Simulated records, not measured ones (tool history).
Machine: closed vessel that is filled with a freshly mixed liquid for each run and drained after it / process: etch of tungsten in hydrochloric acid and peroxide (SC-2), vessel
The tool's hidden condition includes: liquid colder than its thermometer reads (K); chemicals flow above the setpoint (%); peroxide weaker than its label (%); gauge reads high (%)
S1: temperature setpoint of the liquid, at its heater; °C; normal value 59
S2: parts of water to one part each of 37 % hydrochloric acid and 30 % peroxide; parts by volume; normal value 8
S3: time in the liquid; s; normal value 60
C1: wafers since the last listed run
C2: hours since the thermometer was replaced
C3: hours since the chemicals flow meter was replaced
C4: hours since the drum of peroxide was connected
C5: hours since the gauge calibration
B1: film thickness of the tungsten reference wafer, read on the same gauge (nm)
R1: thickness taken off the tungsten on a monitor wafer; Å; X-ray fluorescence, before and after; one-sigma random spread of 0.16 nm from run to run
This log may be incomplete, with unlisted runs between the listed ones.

run     day    S1    S2  S3     C1      C2     C3      C4      C5      B1     R1
  1       0    59     8  75      0   739.1  218.4     111  1725.5  139.99  241.5
  2   2.821    59     8  75   6252   806.8  286.1   178.7  1793.2  139.98  244.1
  3   5.583    59     8  60   6123   873.1  352.4     245  1859.5  139.98  195.2
  4   7.033    59     8  60   3213   907.9  387.2   279.8  1894.3  139.99  194.1
  5     9.1    65     8  60   4580   957.5  436.8   329.4  1943.9  140.02  290.3
  6  11.438    66     8  60   5181  1013.6  492.9   385.5    2000  139.97  301.5
  7  12.729    66     8  60   2863  1044.6  523.9   416.5    2031  139.99  303.7
  8  13.888    59     8  60   2567  1072.4  551.7   444.3  2058.8  139.99  198.4
  9  15.592    59     8  60   3777  1113.3  592.6   485.2  2099.7  140.04  196.4
     16.104  -- gauge calibrated
 10  17.488    59     8  60   4202  1158.8  638.1   530.7    33.2  140.02  197.9
 11  19.167    59     8  60   3721  1199.1  678.4     571    73.5  140.02    197
 12  21.183    54     8  60   4470  1247.5  726.8   619.4   121.9  139.99  141.1
 13  24.154    54     8  60   6584  1318.8  798.1   690.7   193.2  139.97  141.9
 14  25.746    59  10.5  60   3528    1357  836.3   728.9   231.4     140  156.4
     29.462  -- chemicals flow meter replaced
 15  31.458  67.5   5.5  95  12569  1494.1   47.9     866   368.5  140.03  664.6
 16  33.712    59     8  60   4996  1548.2    102   920.1   422.6  139.98  184.1
 17  36.429    50     8  30   6021  1613.4  167.2   985.3   487.8  139.97   50.8
 18  39.242  51.5   5.5  60   6234  1680.9  234.7  1052.8   555.3  140.04  151.4
 19  41.029  65.5     4  60   3962  1723.8  277.6  1095.7   598.2  139.98  461.5
 20  42.467    59     8  60   3186  1758.3  312.1  1130.2   632.7  139.97  183.9
     43.167  -- thermometer replaced
 21  45.458    54  11.5  50   6538      55  383.9    1202   704.5  140.02   93.6
 22   47.75  62.5     8  60   5079     110  438.9    1257   759.5  139.99  258.6
     48.692  -- new drum of peroxide connected
 23  49.458  50.5     8  60   3694     151  479.9    18.4   800.5  140.03    121
 24  52.146  64.5     8  60   5956   215.5  544.4    82.9     865  139.97  288.6
 25  55.121    64     8  60   6594   286.9  615.8   154.3   936.4  140.01  282.4
 26  56.504  50.5    10  35   3066   320.1    649   187.5   969.6  140.02   57.7
 27  58.054    64  11.5  60   3435   357.3  686.2   224.7  1006.8  140.01  209.7
 28  60.067  61.5     8  70   4460   405.6  734.5     273  1055.1  139.99  286.5
 29  63.046    66     8  95   6603   477.1    806   344.5  1126.6  139.98    511
 30  65.292  49.5     9  95   4978     531  859.9   398.4  1180.5  140.01  161.3
 31  66.762  50.5    10  35   3260   566.3  895.2   433.7  1215.8  140.03   58.4

Describe how what the log doesn't record of the tool's condition differs between the last listed run preceding each entry between runs and the first listed run following it.
From run 9 to run 10: gauge calibrated (day 16.104)
  liquid colder than its thermometer reads (K): 1.16 -> 1.2; chemicals flow above the setpoint (%): 5.7 -> 6.09
  measured minus no-state result, R1: -5.8 -> -5.9 Å
From run 14 to run 15: chemicals flow meter replaced (day 29.462)
  liquid colder than its thermometer reads (K): 1.37 -> 1.49; chemicals flow above the setpoint (%): 7.78 -> 0.901
  measured minus no-state result, R1: -3.9 -> -57.7 Å
From run 20 to run 21: thermometer replaced (day 43.167)
  liquid colder than its thermometer reads (K): 1.72 -> 0.067; chemicals flow above the setpoint (%): 3.16 -> 3.77
  measured minus no-state result, R1: -16.2 -> +2.5 Å
From run 22 to run 23: new drum of peroxide connected (day 48.692)
  liquid colder than its thermometer reads (K): 0.114 -> 0.149; chemicals flow above the setpoint (%): 4.24 -> 4.6
  measured minus no-state result, R1: +6.7 -> +3.1 Å
